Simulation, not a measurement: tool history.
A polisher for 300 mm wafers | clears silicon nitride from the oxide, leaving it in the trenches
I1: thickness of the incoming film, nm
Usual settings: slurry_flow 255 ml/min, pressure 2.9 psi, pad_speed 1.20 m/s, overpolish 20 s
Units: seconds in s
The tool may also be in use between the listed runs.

run 1 day=0.000 | slurry_flow=255 pressure=2.5 pad_speed=1.20 overpolish=20 | I1=78.9 | seconds=98.9
run 2 day=0.746 | slurry_flow=255 pressure=2.9 pad_speed=1.20 overpolish=20 | I1=79.0 | seconds=86.2
run 3 day=1.288 | slurry_flow=255 pressure=2.9 pad_speed=1.20 overpolish=20 | I1=80.0 | seconds=88.2
-- day=1.558 worn pad replaced by a new one
run 4 day=1.817 | slurry_flow=255 pressure=2.9 pad_speed=1.20 overpolish=20 | I1=80.1 | seconds=89.1
run 5 day=2.488 | slurry_flow=255 pressure=2.9 pad_speed=1.20 overpolish=20 | I1=80.4 | seconds=89.8
run 6 day=3.021 | slurry_flow=255 pressure=2.9 pad_speed=1.20 overpolish=20 | I1=80.5 | seconds=88.1
run 7 day=3.621 | slurry_flow=255 pressure=2.9 pad_speed=1.20 overpolish=20 | I1=80.2 | seconds=90.0
run 8 day=4.267 | slurry_flow=255 pressure=2.9 pad_speed=1.20 overpolish=20 | I1=80.6 | seconds=91.2
run 9 day=4.517 | slurry_flow=255 pressure=2.9 pad_speed=1.20 overpolish=20 | I1=80.0 | seconds=90.5
run 10 day=4.883 | slurry_flow=255 pressure=2.9 pad_speed=1.20 overpolish=20 | I1=79.2 | seconds=89.6
run 11 day=5.312 | slurry_flow=255 pressure=2.9 pad_speed=1.20 overpolish=20 | I1=81.1 | seconds=92.2
run 12 day=5.692 | slurry_flow=255 pressure=2.9 pad_speed=1.20 overpolish=20 | I1=79.9 | seconds=90.9
run 13 day=6.371 | slurry_flow=255 pressure=2.9 pad_speed=1.20 overpolish=20 | I1=80.3 | seconds=93.8
run 14 day=6.842 | slurry_flow=255 pressure=2.9 pad_speed=1.20 overpolish=20 | I1=80.9 | seconds=93.2
run 15 day=7.362 | slurry_flow=255 pressure=2.9 pad_speed=1.20 overpolish=20 | I1=80.3 | seconds=94.9
run 16 day=7.983 | slurry_flow=255 pressure=2.9 pad_speed=1.20 overpolish=20 | I1=80.3 | seconds=93.5
run 17 day=8.371 | slurry_flow=255 pressure=2.9 pad_speed=1.46 overpolish=20 | I1=78.9 | seconds=81.1
-- day=8.950 slurry nozzle cleaned
-- day=8.967 worn pad replaced by a new one
run 18 day=9.062 | slurry_flow=255 pressure=2.9 pad_speed=1.20 overpolish=27 | I1=80.4 | seconds=92.4
run 19 day=9.675 | slurry_flow=255 pressure=2.9 pad_speed=1.20 overpolish=20 | I1=80.3 | seconds=92.2
run 20 day=10.108 | slurry_flow=255 pressure=2.9 pad_speed=1.32 overpolish=20 | I1=80.1 | seconds=84.9
-- day=10.508 head pressure recalibrated
run 21 day=10.625 | slurry_flow=190 pressure=3.3 pad_speed=1.20 overpolish=20 | I1=81.4 | seconds=72.7
run 22 day=10.954 | slurry_flow=255 pressure=2.9 pad_speed=1.46 overpolish=20 | I1=80.4 | seconds=66.9
run 23 day=11.412 | slurry_flow=195 pressure=2.3 pad_speed=1.20 overpolish=20 | I1=79.2 | seconds=99.9
run 24 day=11.729 | slurry_flow=255 pressure=2.9 pad_speed=1.54 overpolish=31 | I1=78.6 | seconds=62.8
run 25 day=12.200 | slurry_flow=255 pressure=2.9 pad_speed=1.20 overpolish=20 | I1=80.2 | seconds=78.7
run 26 day=12.733 | slurry_flow=255 pressure=2.9 pad_speed=1.20 overpolish=20 | I1=78.7 | seconds=76.7
run 27 day=13.362 | slurry_flow=255 pressure=2.9 pad_speed=1.56 overpolish=20 | I1=80.5 | seconds=64.3
run 28 day=13.717 | slurry_flow=310 pressure=2.4 pad_speed=1.20 overpolish=20 | I1=80.1 | seconds=91.6
run 29 day=14.112 | slurry_flow=215 pressure=2.1 pad_speed=1.20 overpolish=20 | I1=80.7 | seconds=109.9
run 30 day=14.621 | slurry_flow=175 pressure=2.6 pad_speed=1.44 overpolish=29 | I1=79.8 | seconds=78.9
run 31 day=15.075 | slurry_flow=215 pressure=2.9 pad_speed=1.20 overpolish=20 | I1=79.0 | seconds=78.1
run 32 day=15.688 | slurry_flow=255 pressure=2.9 pad_speed=1.20 overpolish=20 | I1=80.2 | seconds=76.7
run 33 day=15.992 | slurry_flow=255 pressure=2.9 pad_speed=1.60 overpolish=20 | I1=80.0 | seconds=63.5
-- day=16.458 worn pad replaced by a new one
run 34 day=16.479 | slurry_flow=255 pressure=2.9 pad_speed=1.20 overpolish=20 | I1=80.2 | seconds=78.9
run 35 day=16.958 | slurry_flow=320 pressure=3.8 pad_speed=1.20 overpolish=15 | I1=80.2 | seconds=58.6
run 36 day=17.496 | slurry_flow=320 pressure=2.9 pad_speed=1.20 overpolish=20 | I1=79.3 | seconds=75.2
run 37 day=18.071 | slurry_flow=255 pressure=3.7 pad_speed=1.56 overpolish=15 | I1=80.9 | seconds=51.4

Measured less the same run without the tool's hidden state. The same run-to-run variation is in both; the gauge's scatter may not be:
The hidden state here: removal rate lost through wear of the pad, %; slurry flow missing at the pad, %; deviation of the head's pressure from its setpoint, %.
run=1 seconds=+10.1
run=2 seconds=+9.3
run=3 seconds=+9.9
run=4 seconds=+10.4
run=5 seconds=+11.0
run=6 seconds=+11.2
run=7 seconds=+11.9
run=8 seconds=+12.7
run=9 seconds=+12.8
run=10 seconds=+13.0
run=11 seconds=+13.8
run=12 seconds=+13.9
run=13 seconds=+15.0
run=14 seconds=+15.4
run=15 seconds=+16.2
run=16 seconds=+16.6
run=17 seconds=+14.8
run=18 seconds=+13.4
run=19 seconds=+13.8
run=20 seconds=+13.0
run=21 seconds=+0.0
run=22 seconds=-0.1
run=23 seconds=+0.0
run=24 seconds=+0.0
run=25 seconds=+0.0
run=26 seconds=+0.0
run=27 seconds=+0.0
run=28 seconds=+0.0
run=29 seconds=+0.2
run=30 seconds=+0.3
run=31 seconds=+0.2
run=32 seconds=+0.3
run=33 seconds=+0.3
run=34 seconds=+0.4
run=35 seconds=+0.3
run=36 seconds=+0.5
run=37 seconds=+0.4

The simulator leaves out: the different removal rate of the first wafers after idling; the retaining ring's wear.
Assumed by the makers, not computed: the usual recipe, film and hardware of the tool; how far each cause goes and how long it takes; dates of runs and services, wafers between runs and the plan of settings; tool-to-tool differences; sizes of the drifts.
